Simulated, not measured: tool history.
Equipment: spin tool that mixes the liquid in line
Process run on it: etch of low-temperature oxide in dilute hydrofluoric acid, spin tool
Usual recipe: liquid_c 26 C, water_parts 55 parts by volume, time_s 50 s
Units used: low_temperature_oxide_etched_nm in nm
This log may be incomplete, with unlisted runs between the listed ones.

run	hour	liquid_c	water_parts	time_s	read-back film thickness of the low-temperature oxide reference wafer, read on the same gauge (nm)	low_temperature_oxide_etched_nm
1	0.0	26	55	30	140.05	6.25
2	25.7	26	55	30	140.03	6.20
3	59.3	26	45	50	139.97	12.83
4	80.2	26	55	60	140.01	12.27
5	96.0	26	55	60	139.98	12.21
6	108.4	26	55	60	140.03	12.08
7	144.3	26	35	50	140.00	16.17
8	160.0	26	35	50	139.99	16.08
# hour 168.7: thermometer replaced
9	176.6	26	35	50	139.99	17.77
# hour 196.5: hydrofluoric acid flow meter replaced
10	210.2	26	55	50	140.00	11.87
11	225.4	26	55	50	140.03	11.62
12	243.4	26	55	50	140.00	11.72
13	273.7	26	35	50	140.00	18.81
14	299.5	26	55	50	140.00	11.19
15	314.4	28	55	50	140.03	12.25
16	340.9	26	70	20	140.01	3.49
# hour 341.7: gauge calibrated
17	362.8	22	40	35	140.01	9.32
18	376.8	26	55	50	140.04	11.17
19	405.3	26	75	50	139.97	7.89
20	434.0	26	55	80	140.02	17.26
21	466.8	30	70	70	140.03	13.79
22	482.1	29	55	20	139.97	4.83

Alternative continuations, all from the tool just after run 22; predict every row:
A	482.5	26	55	75	?	?
B	482.5	24	35	50	?	?
C	482.5	26	45	25	?	?

run	read-back film thickness of the low-temperature oxide reference wafer, read on the same gauge (nm)	low_temperature_oxide_etched_nm
A	139.98	16.23
B	139.98	16.11
C	139.98	6.71
What these runs would have given with no unlogged condition in the tool:
run	low_temperature_oxide_etched_nm
A	17.96
B	17.81
C	7.42

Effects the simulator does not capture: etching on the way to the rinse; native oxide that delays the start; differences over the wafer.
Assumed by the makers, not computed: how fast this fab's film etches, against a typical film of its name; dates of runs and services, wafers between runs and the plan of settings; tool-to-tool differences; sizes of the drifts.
